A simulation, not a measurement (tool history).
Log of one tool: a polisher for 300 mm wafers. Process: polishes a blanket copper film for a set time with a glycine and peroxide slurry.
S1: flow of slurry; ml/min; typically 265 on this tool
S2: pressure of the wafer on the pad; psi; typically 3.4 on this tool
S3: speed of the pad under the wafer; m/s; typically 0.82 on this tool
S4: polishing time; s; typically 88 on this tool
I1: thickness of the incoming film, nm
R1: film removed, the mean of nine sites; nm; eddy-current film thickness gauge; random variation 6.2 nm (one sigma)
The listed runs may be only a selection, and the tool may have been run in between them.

run 1 hour=0 | S1=290 S2=3.4 S3=0.82 S4=101 | I1=2229.5 | R1=625.3
run 2 hour=107.6 | S1=325 S2=3.4 S3=0.82 S4=88 | I1=2228.7 | R1=559.6
run 3 hour=202.6 | S1=265 S2=3.4 S3=0.82 S4=88 | I1=2183.7 | R1=555.6
-- hour=255.3 worn pad replaced by a new one
run 4 hour=287.8 | S1=265 S2=3.4 S3=0.82 S4=88 | I1=2192.5 | R1=562.2
run 5 hour=370 | S1=265 S2=3.4 S3=0.82 S4=88 | I1=2152.8 | R1=541.7
run 6 hour=474.5 | S1=265 S2=3.4 S3=0.82 S4=105 | I1=2209.5 | R1=637.9
-- hour=485.1 slurry nozzle cleaned
-- hour=756 worn pad replaced by a new one
run 7 hour=779.5 | S1=265 S2=3.4 S3=0.82 S4=88 | I1=2195.8 | R1=513
-- hour=851.7 head pressure recalibrated
run 8 hour=880.1 | S1=265 S2=3.4 S3=0.82 S4=107 | I1=2204.7 | R1=680
run 9 hour=951.6 | S1=265 S2=3.4 S3=0.82 S4=107 | I1=2192.6 | R1=683.2
run 10 hour=1041.7 | S1=265 S2=3.4 S3=0.82 S4=88 | I1=2167.4 | R1=552.6
-- hour=1075.6 slurry nozzle cleaned
run 11 hour=1100.4 | S1=265 S2=4.1 S3=0.96 S4=88 | I1=2175.8 | R1=752.9
run 12 hour=1175.7 | S1=265 S2=3.4 S3=0.82 S4=88 | I1=2170.1 | R1=551.2
-- hour=1186.2 worn pad replaced by a new one
run 13 hour=1277.6 | S1=335 S2=2.4 S3=0.68 S4=88 | I1=2168 | R1=377.9
run 14 hour=1341.3 | S1=220 S2=2.7 S3=0.82 S4=88 | I1=2187 | R1=451.1
-- hour=1576.5 worn pad replaced by a new one
run 15 hour=1618.8 | S1=265 S2=3.7 S3=0.72 S4=88 | I1=2188.3 | R1=514.6
run 16 hour=1701.6 | S1=295 S2=3.4 S3=0.82 S4=88 | I1=2186.8 | R1=530.7
-- hour=1739.7 head pressure recalibrated
run 17 hour=1746 | S1=360 S2=3.4 S3=0.82 S4=59 | I1=2190.6 | R1=383.8
-- hour=1769.3 slurry nozzle cleaned
run 18 hour=1835.3 | S1=170 S2=3.9 S3=0.82 S4=113 | I1=2192.4 | R1=801.4
run 19 hour=1917.6 | S1=265 S2=3.4 S3=0.82 S4=88 | I1=2219.6 | R1=566.8
run 20 hour=2000.9 | S1=320 S2=3.4 S3=0.82 S4=80 | I1=2190.9 | R1=516.9
-- hour=2008.1 worn pad replaced by a new one
run 21 hour=2095.6 | S1=265 S2=3.8 S3=0.82 S4=105 | I1=2208.9 | R1=729.7
run 22 hour=2132.5 | S1=300 S2=4.3 S3=0.9 S4=104 | I1=2207.7 | R1=882.7
run 23 hour=2239.4 | S1=265 S2=3.4 S3=0.82 S4=88 | I1=2198.5 | R1=554

Subtracting, for every run, the result it would have given without the tool's unlogged condition from the measured result gives the following. The same run-to-run variation enters both numbers; the gauge's scatter may not:
Hidden state present: removal rate lost through wear of the pad, %; slurry flow missing at the pad, %; deviation of the head's pressure from its setpoint, %.
run=1 R1=-8.7
run=2 R1=-10.6
run=3 R1=-13.8
run=4 R1=-17.8
run=5 R1=-21.3
run=6 R1=-32.4
run=7 R1=-50.2
run=8 R1=-4.7
run=9 R1=-5.2
run=10 R1=-5.4
run=11 R1=-9.4
run=12 R1=-8.4
run=13 R1=-7.2
run=14 R1=-11.2
run=15 R1=-28.4
run=16 R1=-35.8
run=17 R1=-0.2
run=18 R1=-1
run=19 R1=-1.7
run=20 R1=-3
run=21 R1=-7.8
run=22 R1=-11.8
run=23 R1=-11.2
